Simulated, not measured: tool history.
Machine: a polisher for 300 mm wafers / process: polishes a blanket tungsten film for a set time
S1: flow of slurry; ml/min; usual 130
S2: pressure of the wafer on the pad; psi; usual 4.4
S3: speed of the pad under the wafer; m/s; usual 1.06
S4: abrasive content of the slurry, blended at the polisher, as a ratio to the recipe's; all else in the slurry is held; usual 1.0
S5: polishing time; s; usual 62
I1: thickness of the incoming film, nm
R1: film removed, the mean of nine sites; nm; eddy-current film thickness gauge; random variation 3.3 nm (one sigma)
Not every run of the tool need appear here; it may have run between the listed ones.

| run | hour | S1 | S2 | S3 | S4 | S5 | I1 | R1 |
|---|---|---|---|---|---|---|---|---|
| 1 | 0.0 | 130 | 4.4 | 1.24 | 1.0 | 62 | 1465.4 | 348.3 |
| 2 | 26.2 | 130 | 4.4 | 1.24 | 1.0 | 62 | 1429.2 | 342.6 |
| 3 | 61.6 | 130 | 4.4 | 1.24 | 1.0 | 62 | 1437.3 | 334.7 |
| 4 | 92.3 | 130 | 4.4 | 0.92 | 1.0 | 62 | 1441.3 | 259.0 |
|  | 103.7 | worn pad replaced by a new one |
| 5 | 108.8 | 130 | 4.4 | 0.92 | 1.0 | 62 | 1446.9 | 252.2 |
|  | 125.8 | slurry tank refilled with fresh slurry and peroxide |
| 6 | 131.2 | 130 | 4.4 | 0.92 | 1.0 | 62 | 1421.3 | 281.6 |
|  | 145.0 | slurry nozzle cleaned |
| 7 | 152.2 | 130 | 4.4 | 1.06 | 1.0 | 62 | 1448.1 | 317.3 |
| 8 | 168.1 | 130 | 5.4 | 1.06 | 1.0 | 62 | 1408.7 | 363.6 |
|  | 170.3 | slurry blender recalibrated |
| 9 | 199.8 | 130 | 4.8 | 1.06 | 0.9 | 62 | 1462.4 | 323.0 |
| 10 | 214.0 | 95 | 3.4 | 1.06 | 1.0 | 62 | 1413.8 | 227.4 |
| 11 | 246.1 | 130 | 4.4 | 1.06 | 1.0 | 62 | 1444.3 | 297.6 |
|  | 276.7 | worn pad replaced by a new one |
| 12 | 280.3 | 150 | 4.4 | 1.06 | 1.0 | 55 | 1438.2 | 270.6 |
| 13 | 300.5 | 130 | 4.4 | 1.06 | 1.0 | 62 | 1448.5 | 289.3 |
|  | 330.4 | slurry tank refilled with fresh slurry and peroxide |
| 14 | 331.8 | 145 | 3.3 | 1.26 | 1.0 | 41 | 1458.8 | 193.3 |
| 15 | 353.0 | 130 | 4.4 | 1.06 | 1.0 | 62 | 1440.3 | 313.5 |
|  | 364.8 | head pressure recalibrated |
| 16 | 371.8 | 130 | 4.4 | 1.06 | 1.0 | 62 | 1462.5 | 308.6 |

For run 17, what comes out?
|  | 384.2 | slurry blender recalibrated |
| 17 | 400.9 | 145 | 5.0 | 1.06 | 0.8 | 62 | 1441.5 | ? |

Run 17 came out at R1 331.7 nm.
Had the tool carried no hidden state, the very same run would have given R1 344.1 nm.

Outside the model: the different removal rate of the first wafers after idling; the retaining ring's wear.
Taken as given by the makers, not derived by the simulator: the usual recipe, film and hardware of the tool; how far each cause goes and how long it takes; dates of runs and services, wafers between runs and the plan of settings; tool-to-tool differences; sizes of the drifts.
